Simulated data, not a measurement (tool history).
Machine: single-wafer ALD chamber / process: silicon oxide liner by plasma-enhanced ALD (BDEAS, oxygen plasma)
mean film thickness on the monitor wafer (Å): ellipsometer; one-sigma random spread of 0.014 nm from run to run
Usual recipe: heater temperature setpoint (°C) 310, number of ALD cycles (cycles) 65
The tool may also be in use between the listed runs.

run	hour	heater temperature setpoint (°C)	number of ALD cycles (cycles)	read-back reference wafer on the same gauge, thickness_nm	mean film thickness on the monitor wafer (Å)
1	0	310	65	4.783	59.07
2	67.1	310	65	4.785	58.76
3	137.8	310	65	4.789	58.93
4	209.9	310	72	4.787	65.15
5	311.1	310	72	4.793	65.25
6	376.8	310	65	4.796	59.13
7	531.4	298	65	4.796	60.12
8	604.7	310	65	4.808	58.87
9	697.5	310	65	4.806	58.96
10	794.3	310	65	4.805	59.26
11	875.9	319	65	4.814	58.52
12	981.1	319	65	4.817	58.4
13	1079.7	319	65	4.816	58.3
14	1185.4	310	65	4.822	59.15
15	1278.6	310	65	4.824	59.31
16	1315.2	310	65	4.82	59.24
# hour 1404.4: thermocouple changed; heater temperature recalibrated
17	1404.9	310	65	4.826	59.7
18	1474.7	310	65	4.828	59.4
19	1513	310	65	4.829	59.36
20	1562.9	317	60	4.83	54.4
21	1650.8	317	60	4.83	54.51
22	1707.7	318	56	4.833	50.5
23	1755.5	310	65	4.834	59.5
24	1825.4	310	74	4.841	67.51
25	1874.3	323	53	4.838	47.56
26	1934.6	317	60	4.842	54.54
27	1981.1	310	65	4.84	59.32
28	2063.6	310	65	4.845	59.47
# hour 2067.7: gauge calibrated
29	2132.4	323	73	4.729	63.95
30	2221.3	310	65	4.736	58.24
31	2267.4	297	73	4.728	66.96
32	2307.6	302	57	4.728	51.73
33	2398.5	302	54	4.733	48.66
34	2458.6	295	65	4.734	59.81
35	2499.9	310	65	4.737	58.31
36	2537.6	310	75	4.743	67.19
37	2624.8	310	65	4.746	58.09
38	2729.3	319	56	4.752	49.76
39	2797.7	319	58	4.749	51.33
40	2904	310	65	4.752	58.29
# hour 2919.9: thermocouple changed; heater temperature recalibrated
41	2944	310	65	4.755	58.5
42	2992.1	310	65	4.755	58.81
43	3069	310	73	4.754	65.6
44	3114.3	310	57	4.756	51.41
45	3197.3	315	75	4.762	67.07

Run-by-run hidden state of the tool:
wafer temperature above the value expected at the setpoint (K): 0 at every run
H1: gauge reads high (%)
run	H1
1	1.57
2	1.61
3	1.66
4	1.7
5	1.77
6	1.81
7	1.91
8	1.95
9	2.01
10	2.07
11	2.12
12	2.19
13	2.25
14	2.32
15	2.38
16	2.4
17	2.46
18	2.5
19	2.53
20	2.56
21	2.61
22	2.65
23	2.68
24	2.72
25	2.75
26	2.79
27	2.82
28	2.87
29	0.381
30	0.437
31	0.466
32	0.492
33	0.549
34	0.587
35	0.613
36	0.637
37	0.692
38	0.758
39	0.801
40	0.868
41	0.894
42	0.924
43	0.972
44	1
45	1.05
